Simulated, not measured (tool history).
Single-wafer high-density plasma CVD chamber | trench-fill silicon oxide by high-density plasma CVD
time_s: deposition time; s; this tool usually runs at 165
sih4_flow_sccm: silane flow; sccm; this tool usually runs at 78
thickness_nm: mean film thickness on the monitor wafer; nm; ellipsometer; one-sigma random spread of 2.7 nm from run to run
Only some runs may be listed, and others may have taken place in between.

run   hour  time_s  sih4_flow_sccm  wafers since the last listed run  hours since the silane flow controller was replaced  hours since the gauge calibration  read-back reference wafer on the same gauge, thickness_nm  thickness_nm
  1      0     180              86                                 0                                               4577.9                              154.3                                                   1090.771      1511.399
  2   29.7     180              86                               367                                               4607.6                                184                                                   1090.451      1524.125
  3   54.7     165              89                               309                                               4632.6                                209                                                   1090.126       1437.75
  4   72.6     165              78                               221                                               4650.5                              226.9                                                   1089.677      1265.593
  5   92.4     165              78                               245                                               4670.3                              246.7                                                   1090.298      1268.503
  6  125.4     165              68                               408                                               4703.3                              279.7                                                   1090.051      1099.636
  7  149.4     165              68                               297                                               4727.3                              303.7                                                   1089.388        1105.2
  8  197.1     165              78                               590                                                 4775                              351.4                                                   1089.726          1267
  9  218.9     165              78                               269                                               4796.8                              373.2                                                   1090.055      1268.146
 10  252.9     165              78                               420                                               4830.8                              407.2                                                   1089.676      1271.544
 11    273     165              71                               248                                               4850.9                              427.3                                                   1089.499      1155.669
 12  293.7     165              71                               256                                               4871.6                                448                                                   1090.225      1155.381
 13  320.3     165              71                               329                                               4898.2                              474.6                                                   1090.598      1153.034
 14  342.1     185              82                               269                                                 4920                              496.4                                                   1088.956      1498.377
     374.6  -- silane flow controller replaced
 15  375.1     165              78                               309                                                  0.5                              529.4                                                   1090.287      1196.008
 16  404.1     165              78                               359                                                 29.5                              558.4                                                   1089.909       1195.39
 17  423.1     165              78                               235                                                 48.5                              577.4                                                   1089.386      1200.315
 18  435.2     165              78                               149                                                 60.6                              589.5                                                    1090.19      1197.183
 19  448.1     165              78                               159                                                 73.5                              602.4                                                   1089.921      1197.406
 20  472.9     185              82                               307                                                 98.3                              627.2                                                   1089.599      1413.741
 21  499.9     150              89                               334                                                125.3                              654.2                                                   1089.208      1243.242
 22  588.8     194              85                              1100                                                214.2                              743.1                                                   1089.478        1538.8
 23  604.1     165              78                               189                                                229.5                              758.4                                                   1089.677      1201.781
 24  634.3     174              78                               373                                                259.7                              788.6                                                   1089.959      1270.127
 25  649.1     134              83                               183                                                274.5                              803.4                                                   1089.797      1041.107
 26  667.3     165              65                               225                                                292.7                              821.6                                                   1089.775      1006.426
 27  684.7     152              90                               215                                                310.1                                839                                                   1090.474       1273.05
 28  698.3     145              86                               168                                                323.7                              852.6                                                   1090.368      1163.923
 29  714.4     149              72                               199                                                339.8                              868.7                                                   1089.531       999.536
     730.8  -- gauge calibrated
 30  743.8     187              88                               363                                                369.2                                 13                                                   1089.652      1533.778
 31  763.6     175              67                               245                                                  389                               32.8                                                   1090.295      1092.573
 32  778.3     165              93                               181                                                403.7                               47.5                                                   1090.157      1432.416
 33  796.9     148              89                               230                                                422.3                               66.1                                                   1089.979      1229.305
 34  857.8     177              93                               753                                                483.2                                127                                                   1089.352      1541.206
 35  887.1     165              90                               362                                                512.5                              156.3                                                   1089.965      1385.368
 36  900.8     165              78                               169                                                526.2                                170                                                   1089.608      1200.891
 37  922.7     198              83                               271                                                548.1                              191.9                                                   1090.178      1537.691
 38  940.7     165              78                               222                                                566.1                              209.9                                                   1090.479      1208.073

For each entry between runs, how does the tool's hidden state at the last listed run before it compare with that at the first listed run after it?
Logged between run 14 and run 15: silane flow controller replaced (hour 374.6)
  delivered silane flow above the setpoint (%): 6.05 -> 0.00188
  what was measured, less what the result would be without the hidden state, thickness_nm: +85.456 -> +0.022 nm
Logged between run 29 and run 30: gauge calibrated (hour 730.8)
  delivered silane flow above the setpoint (%): 0.427 -> 0.464
  what was measured, less what the result would be without the hidden state, thickness_nm: +4.254 -> +7.088 nm

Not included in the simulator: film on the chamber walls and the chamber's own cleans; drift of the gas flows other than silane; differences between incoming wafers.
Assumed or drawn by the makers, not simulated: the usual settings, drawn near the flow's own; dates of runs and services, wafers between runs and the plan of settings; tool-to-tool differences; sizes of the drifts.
